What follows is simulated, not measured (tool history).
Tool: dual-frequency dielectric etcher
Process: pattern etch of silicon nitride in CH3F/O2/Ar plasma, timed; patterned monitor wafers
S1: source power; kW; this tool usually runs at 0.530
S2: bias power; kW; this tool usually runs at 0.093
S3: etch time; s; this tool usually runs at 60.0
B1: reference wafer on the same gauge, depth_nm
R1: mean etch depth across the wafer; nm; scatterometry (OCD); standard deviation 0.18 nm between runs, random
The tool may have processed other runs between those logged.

run,day,S1,S2,S3,B1,R1
1,0.000,0.560,0.093,60.0,53.3,51.1
# day 2.862: wet clean of the chamber
2,2.883,0.530,0.093,60.0,53.3,50.2
3,5.258,0.530,0.093,60.0,53.3,50.1
4,8.054,0.530,0.093,60.0,53.3,50.0
5,10.962,0.530,0.093,60.0,53.2,49.8
6,12.746,0.530,0.093,60.0,53.3,50.0
7,14.375,0.530,0.093,60.0,53.3,50.2
8,16.892,0.530,0.093,60.0,53.3,49.7
9,18.617,0.530,0.093,60.0,53.3,49.9
10,20.467,0.530,0.093,60.0,53.3,49.7
# day 25.058: wet clean of the chamber
11,29.088,0.530,0.093,60.0,53.3,49.8
12,31.333,0.530,0.093,60.0,53.3,49.8
13,34.858,0.530,0.093,60.0,53.3,49.6
# day 40.638: gauge calibrated
# day 44.483: wet clean of the chamber
# day 45.700: upper electrode replaced
14,47.854,0.530,0.093,60.0,53.3,49.5
15,51.154,0.530,0.109,44.5,53.3,39.2
# day 52.479: bias power generator calibrated
16,55.012,0.530,0.093,60.0,53.3,50.0
17,57.154,0.530,0.093,52.0,53.3,43.4
18,60.600,0.530,0.093,60.0,53.3,50.0
19,62.462,0.570,0.093,70.5,53.3,60.3
# day 65.200: wet clean of the chamber
20,65.221,0.450,0.093,48.5,53.3,38.4
21,68.604,0.530,0.084,67.5,53.3,53.8
# day 69.396: source power generator calibrated
22,72.129,0.530,0.111,60.0,53.3,54.3
23,74.738,0.530,0.112,60.0,53.3,54.8
24,78.329,0.530,0.093,60.0,53.3,50.9
25,81.721,0.580,0.082,60.0,53.3,49.9
# day 86.083: wet clean of the chamber
26,89.738,0.600,0.101,48.0,53.3,43.2
27,93.954,0.530,0.109,44.5,53.3,39.8
28,96.867,0.480,0.078,60.0,53.3,45.9
29,101.054,0.530,0.093,60.0,53.3,50.4

Here are 3 independent what-if runs from the current tool condition. What would each one return?
A,101.071,0.530,0.099,60.0,?,?
B,101.071,0.580,0.073,67.0,?,?
C,101.071,0.440,0.112,77.0,?,?

run,B1,R1
A,53.3,51.5
B,53.3,52.9
C,53.3,65.1
What these runs would have given with no unlogged condition in the tool:
run,R1
A,52.0
B,53.4
C,65.7
